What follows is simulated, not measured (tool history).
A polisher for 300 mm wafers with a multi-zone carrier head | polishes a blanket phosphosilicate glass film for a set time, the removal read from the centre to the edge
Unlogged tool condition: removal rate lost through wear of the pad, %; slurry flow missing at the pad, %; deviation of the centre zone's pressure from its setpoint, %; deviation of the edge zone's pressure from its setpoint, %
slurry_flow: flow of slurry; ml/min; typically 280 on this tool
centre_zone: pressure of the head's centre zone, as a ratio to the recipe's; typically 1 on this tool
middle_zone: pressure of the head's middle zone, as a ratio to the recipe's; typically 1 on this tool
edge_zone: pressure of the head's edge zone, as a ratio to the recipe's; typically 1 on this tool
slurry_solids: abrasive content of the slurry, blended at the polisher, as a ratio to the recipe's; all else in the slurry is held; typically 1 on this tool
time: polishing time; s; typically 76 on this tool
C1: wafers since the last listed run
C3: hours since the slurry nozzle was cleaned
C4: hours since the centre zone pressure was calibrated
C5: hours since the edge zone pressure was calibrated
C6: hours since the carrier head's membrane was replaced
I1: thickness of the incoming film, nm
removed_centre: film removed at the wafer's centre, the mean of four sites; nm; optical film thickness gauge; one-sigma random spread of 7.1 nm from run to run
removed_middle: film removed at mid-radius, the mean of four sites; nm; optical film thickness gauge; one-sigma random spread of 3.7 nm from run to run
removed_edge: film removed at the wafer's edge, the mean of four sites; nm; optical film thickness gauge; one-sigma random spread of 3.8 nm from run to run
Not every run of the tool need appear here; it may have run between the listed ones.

{"run": 1, "hour": 0.0, "slurry_flow": 280, "centre_zone": 1, "middle_zone": 1, "edge_zone": 1, "slurry_solids": 1, "time": 76, "C1": 0, "wafers polished on this pad": 1178, "C3": 27, "C4": 447.2, "C5": 744.3, "C6": 246.2, "I1": 2518.5, "removed_centre": 603.6, "removed_middle": 594.4, "removed_edge": 571.4}
{"run": 2, "hour": 80.5, "slurry_flow": 280, "centre_zone": 1, "middle_zone": 1, "edge_zone": 1, "slurry_solids": 1, "time": 76, "C1": 684, "wafers polished on this pad": 1862, "C3": 107.5, "C4": 527.7, "C5": 824.8, "C6": 326.7, "I1": 2513.7, "removed_centre": 583, "removed_middle": 582.2, "removed_edge": 562.9}
{"run": 3, "hour": 137.1, "slurry_flow": 280, "centre_zone": 1, "middle_zone": 1, "edge_zone": 1, "slurry_solids": 1, "time": 76, "C1": 481, "wafers polished on this pad": 2344, "C3": 164.1, "C4": 584.3, "C5": 881.4, "C6": 383.3, "I1": 2504, "removed_centre": 577.8, "removed_middle": 571.8, "removed_edge": 555.1}
{"hour": 139.3, "done": "centre zone pressure recalibrated"}
{"run": 4, "hour": 185.6, "slurry_flow": 300, "centre_zone": 1, "middle_zone": 1.03, "edge_zone": 1, "slurry_solids": 1, "time": 76, "C1": 395, "wafers polished on this pad": 2739, "C3": 212.6, "C4": 46.3, "C5": 929.9, "C6": 431.8, "I1": 2593.8, "removed_centre": 582.2, "removed_middle": 593.2, "removed_edge": 554.4}
{"hour": 190.4, "done": "worn pad replaced by a new one, of another model than before"}
{"run": 5, "hour": 239.4, "slurry_flow": 300, "centre_zone": 1, "middle_zone": 1.03, "edge_zone": 1, "slurry_solids": 1, "time": 76, "C1": 423, "wafers polished on this pad": 417, "C3": 266.4, "C4": 100.1, "C5": 983.7, "C6": 485.6, "I1": 2527.1, "removed_centre": 591.9, "removed_middle": 600.6, "removed_edge": 564.2}
{"run": 6, "hour": 301.9, "slurry_flow": 340, "centre_zone": 1, "middle_zone": 1, "edge_zone": 1, "slurry_solids": 1, "time": 76, "C1": 531, "wafers polished on this pad": 948, "C3": 328.9, "C4": 162.6, "C5": 1046.2, "C6": 548.1, "I1": 2559.1, "removed_centre": 592.1, "removed_middle": 595.7, "removed_edge": 568.6}
{"run": 7, "hour": 335.4, "slurry_flow": 360, "centre_zone": 0.93, "middle_zone": 1, "edge_zone": 1.11, "slurry_solids": 1, "time": 76, "C1": 284, "wafers polished on this pad": 1233, "C3": 362.4, "C4": 196.1, "C5": 1079.7, "C6": 581.6, "I1": 2563.6, "removed_centre": 548.5, "removed_middle": 595.8, "removed_edge": 594.9}
{"hour": 347.4, "done": "carrier head's membrane replaced by a new one"}
{"run": 8, "hour": 395.9, "slurry_flow": 280, "centre_zone": 1, "middle_zone": 1, "edge_zone": 1, "slurry_solids": 1, "time": 76, "C1": 472, "wafers polished on this pad": 1705, "C3": 422.9, "C4": 256.6, "C5": 1140.2, "C6": 48.5, "I1": 2558.4, "removed_centre": 593.9, "removed_middle": 589.3, "removed_edge": 560.9}
{"run": 9, "hour": 448.0, "slurry_flow": 280, "centre_zone": 1, "middle_zone": 1, "edge_zone": 1, "slurry_solids": 1, "time": 76, "C1": 443, "wafers polished on this pad": 2148, "C3": 475, "C4": 308.7, "C5": 1192.3, "C6": 100.6, "I1": 2574, "removed_centre": 583.3, "removed_middle": 580.2, "removed_edge": 560.4}
{"hour": 457.9, "done": "slurry nozzle cleaned"}
{"hour": 478.4, "done": "worn pad replaced by a new one"}
{"run": 10, "hour": 497.1, "slurry_flow": 280, "centre_zone": 1, "middle_zone": 1, "edge_zone": 1, "slurry_solids": 1, "time": 76, "C1": 375, "wafers polished on this pad": 159, "C3": 39.2, "C4": 357.8, "C5": 1241.4, "C6": 149.7, "I1": 2545.1, "removed_centre": 585.7, "removed_middle": 596, "removed_edge": 568.8}
{"hour": 536.0, "done": "edge zone pressure recalibrated"}
{"run": 11, "hour": 540.4, "slurry_flow": 245, "centre_zone": 1, "middle_zone": 1, "edge_zone": 1.04, "slurry_solids": 1.1, "time": 92, "C1": 351, "wafers polished on this pad": 510, "C3": 82.5, "C4": 401.1, "C5": 4.4, "C6": 193, "I1": 2586, "removed_centre": 742.9, "removed_middle": 741.4, "removed_edge": 713.2}
{"run": 12, "hour": 588.2, "slurry_flow": 280, "centre_zone": 1.12, "middle_zone": 1, "edge_zone": 1, "slurry_solids": 1, "time": 76, "C1": 406, "wafers polished on this pad": 917, "C3": 130.3, "C4": 448.9, "C5": 52.2, "C6": 240.8, "I1": 2551.4, "removed_centre": 658.7, "removed_middle": 590.7, "removed_edge": 568.8}
{"run": 13, "hour": 626.0, "slurry_flow": 280, "centre_zone": 1, "middle_zone": 1, "edge_zone": 1.04, "slurry_solids": 1, "time": 56, "C1": 321, "wafers polished on this pad": 1238, "C3": 168.1, "C4": 486.7, "C5": 90, "C6": 278.6, "I1": 2504.6, "removed_centre": 439.6, "removed_middle": 437.4, "removed_edge": 421.1}
{"hour": 692.8, "done": "centre zone pressure recalibrated"}
{"run": 14, "hour": 694.2, "slurry_flow": 310, "centre_zone": 1, "middle_zone": 1, "edge_zone": 1, "slurry_solids": 1, "time": 76, "C1": 563, "wafers polished on this pad": 1801, "C3": 236.3, "C4": 1.4, "C5": 158.2, "C6": 346.8, "I1": 2560.3, "removed_centre": 582.9, "removed_middle": 590.9, "removed_edge": 564.9}
{"run": 15, "hour": 761.3, "slurry_flow": 280, "centre_zone": 1, "middle_zone": 1, "edge_zone": 1, "slurry_solids": 0.8, "time": 69, "C1": 570, "wafers polished on this pad": 2372, "C3": 303.4, "C4": 68.5, "C5": 225.3, "C6": 413.9, "I1": 2508.7, "removed_centre": 484.6, "removed_middle": 487.6, "removed_edge": 470.4}
{"hour": 776.9, "done": "worn pad replaced by a new one"}
{"run": 16, "hour": 833.0, "slurry_flow": 280, "centre_zone": 1, "middle_zone": 1, "edge_zone": 1, "slurry_solids": 1, "time": 76, "C1": 575, "wafers polished on this pad": 476, "C3": 375.1, "C4": 140.2, "C5": 297, "C6": 485.6, "I1": 2563.5, "removed_centre": 584.9, "removed_middle": 584.1, "removed_edge": 559.6}
{"hour": 855.7, "done": "carrier head's membrane replaced by a new one"}
{"hour": 948.9, "done": "slurry nozzle cleaned"}
{"run": 17, "hour": 978.2, "slurry_flow": 200, "centre_zone": 0.95, "middle_zone": 1, "edge_zone": 0.92, "slurry_solids": 0.9, "time": 76, "C1": 1184, "wafers polished on this pad": 1660, "C3": 29.3, "C4": 285.4, "C5": 442.2, "C6": 122.5, "I1": 2553.6, "removed_centre": 536.4, "removed_middle": 564.1, "removed_edge": 526}
{"run": 18, "hour": 1016.5, "slurry_flow": 280, "centre_zone": 0.97, "middle_zone": 1.09, "edge_zone": 1, "slurry_solids": 1, "time": 76, "C1": 325, "wafers polished on this pad": 1986, "C3": 67.6, "C4": 323.7, "C5": 480.5, "C6": 160.8, "I1": 2552.1, "removed_centre": 573.4, "removed_middle": 647, "removed_edge": 564.4}
{"hour": 1035.9, "done": "worn pad replaced by a new one"}
{"run": 19, "hour": 1084.6, "slurry_flow": 280, "centre_zone": 1, "middle_zone": 1, "edge_zone": 1.11, "slurry_solids": 1, "time": 76, "C1": 545, "wafers polished on this pad": 414, "C3": 135.7, "C4": 391.8, "C5": 548.6, "C6": 228.9, "I1": 2502.8, "removed_centre": 588.4, "removed_middle": 592.8, "removed_edge": 591.2}
{"run": 20, "hour": 1162.9, "slurry_flow": 280, "centre_zone": 0.93, "middle_zone": 0.96, "edge_zone": 1, "slurry_solids": 1.15, "time": 59, "C1": 666, "wafers polished on this pad": 1080, "C3": 214, "C4": 470.1, "C5": 626.9, "C6": 307.2, "I1": 2568.1, "removed_centre": 436.5, "removed_middle": 463.1, "removed_edge": 460.7}

Branching from run 20: 5 alternative next runs. What would each branch give?
{"run": "A", "hour": 1163.3, "slurry_flow": 280, "centre_zone": 1, "middle_zone": 1, "edge_zone": 1, "slurry_solids": 1, "time": 76, "C1": 3, "wafers polished on this pad": 1083, "C3": 214.4, "C4": 470.5, "C5": 627.3, "C6": 307.6, "I1": 2556.5, "removed_centre": "?", "removed_middle": "?", "removed_edge": "?"}
{"run": "B", "hour": 1163.3, "slurry_flow": 280, "centre_zone": 1.03, "middle_zone": 1.08, "edge_zone": 1.08, "slurry_solids": 1, "time": 76, "C1": 3, "wafers polished on this pad": 1083, "C3": 214.4, "C4": 470.5, "C5": 627.3, "C6": 307.6, "I1": 2556.5, "removed_centre": "?", "removed_middle": "?", "removed_edge": "?"}
{"run": "C", "hour": 1163.3, "slurry_flow": 315, "centre_zone": 1, "middle_zone": 1, "edge_zone": 1, "slurry_solids": 0.85, "time": 76, "C1": 3, "wafers polished on this pad": 1083, "C3": 214.4, "C4": 470.5, "C5": 627.3, "C6": 307.6, "I1": 2556.5, "removed_centre": "?", "removed_middle": "?", "removed_edge": "?"}
{"run": "D", "hour": 1163.3, "slurry_flow": 245, "centre_zone": 1, "middle_zone": 1.05, "edge_zone": 1, "slurry_solids": 0.75, "time": 76, "C1": 3, "wafers polished on this pad": 1083, "C3": 214.4, "C4": 470.5, "C5": 627.3, "C6": 307.6, "I1": 2556.5, "removed_centre": "?", "removed_middle": "?", "removed_edge": "?"}
{"run": "E", "hour": 1163.3, "slurry_flow": 340, "centre_zone": 1, "middle_zone": 1, "edge_zone": 1.06, "slurry_solids": 1, "time": 76, "C1": 3, "wafers polished on this pad": 1083, "C3": 214.4, "C4": 470.5, "C5": 627.3, "C6": 307.6, "I1": 2556.5, "removed_centre": "?", "removed_middle": "?", "removed_edge": "?"}

run=A removed_centre=584.9 removed_middle=593 removed_edge=566.5
run=B removed_centre=602.9 removed_middle=632.9 removed_edge=579.3
run=C removed_centre=555 removed_middle=562.2 removed_edge=535.9
run=D removed_centre=517.9 removed_middle=547.7 removed_edge=502.9
run=E removed_centre=594 removed_middle=601.3 removed_edge=582.7
Without the tool's hidden state the same runs would have given:
run=A removed_centre=601.2 removed_middle=607.9 removed_edge=577.2
run=B removed_centre=619.7 removed_middle=648.8 removed_edge=590.3
run=C removed_centre=569.5 removed_middle=575.4 removed_edge=545.4
run=D removed_centre=533.5 removed_middle=562.5 removed_edge=513.1
run=E removed_centre=608.8 removed_middle=614.8 removed_edge=592.6
